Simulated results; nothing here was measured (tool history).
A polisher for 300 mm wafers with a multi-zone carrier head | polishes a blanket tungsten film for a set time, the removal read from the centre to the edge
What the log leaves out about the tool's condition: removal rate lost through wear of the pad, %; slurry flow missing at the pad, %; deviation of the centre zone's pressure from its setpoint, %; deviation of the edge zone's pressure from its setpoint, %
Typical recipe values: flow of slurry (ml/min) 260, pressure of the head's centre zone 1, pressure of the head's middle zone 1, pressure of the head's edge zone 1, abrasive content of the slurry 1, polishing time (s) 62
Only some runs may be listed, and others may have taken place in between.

run,day,flow of slurry (ml/min),pressure of the head's centre zone,pressure of the head's middle zone,pressure of the head's edge zone,abrasive content of the slurry,polishing time (s),wafers since the last listed run,wafers polished on this pad,hours since the slurry nozzle was cleaned,hours since the centre zone pressure was calibrated,hours since the edge zone pressure was calibrated,hours since the carrier head's membrane was replaced,"incoming thickness of the incoming film, nm",film removed at the wafer's centre (nm),film removed at mid-radius (nm),film removed at the wafer's edge (nm)
1,0,260,1,1,1,1,62,0,1513,36.4,134.6,508.8,477.8,1176,192.5,192.5,188.2
2,1.958,260,1,1,1,1,62,319,1833,83.4,181.6,555.8,524.8,1213.5,191.5,189.9,191.8
# day 7.692: worn pad replaced by a new one
3,9.908,260,1,1,1,1,62,1271,362,274.2,372.4,746.6,715.6,1178.9,194.8,194.4,193.9
4,13.246,180,0.94,1.09,1,1,72,545,907,354.3,452.5,826.7,795.7,1193.9,189.4,218.3,207.5
5,16.221,260,1,1.03,0.91,1,62,485,1393,425.7,523.9,898.1,867.1,1189.6,184.2,186.7,178.3
6,18.096,260,1,1,1,1,50,306,1699,470.7,568.9,943.1,912.1,1207.6,148.6,148.9,145.4
7,19.162,330,1,1,1,0.85,62,174,1873,496.3,594.5,968.7,937.7,1205.2,184.1,180.4,181.4
# day 21.388: carrier head's membrane replaced by a new one
8,21.808,260,1,1,1,1,62,398,2271,559.8,658,1032.2,10.1,1185,176.6,177.8,179.8
9,23.996,260,1.06,1,0.96,1.2,46,357,2628,612.3,710.5,1084.7,62.6,1197.6,138.9,133.3,130
# day 24.333: worn pad replaced by a new one
10,25.85,260,1,1,1,1,62,275,247,656.8,755,1129.2,107.1,1183.8,171.8,177.7,176.6
# day 26.867: slurry nozzle cleaned
11,27.383,260,1,1,1,0.9,62,243,491,12.4,791.8,1166,143.9,1175.4,190.1,190.6,188

Predict the results of run 12:
12,28.392,205,1,1,1,1,62,164,656,36.6,816,1190.2,168.1,1197.4,?,?,?

Run 12 yielded film removed at the wafer's centre (nm) 186.6, film removed at mid-radius (nm) 185.7, film removed at the wafer's edge (nm) 187.3.
Take away the tool's hidden state, keep the run-to-run variation as it was, and the same run would have given film removed at the wafer's centre (nm) 196.3, film removed at mid-radius (nm) 195.1, film removed at the wafer's edge (nm) 196.4.
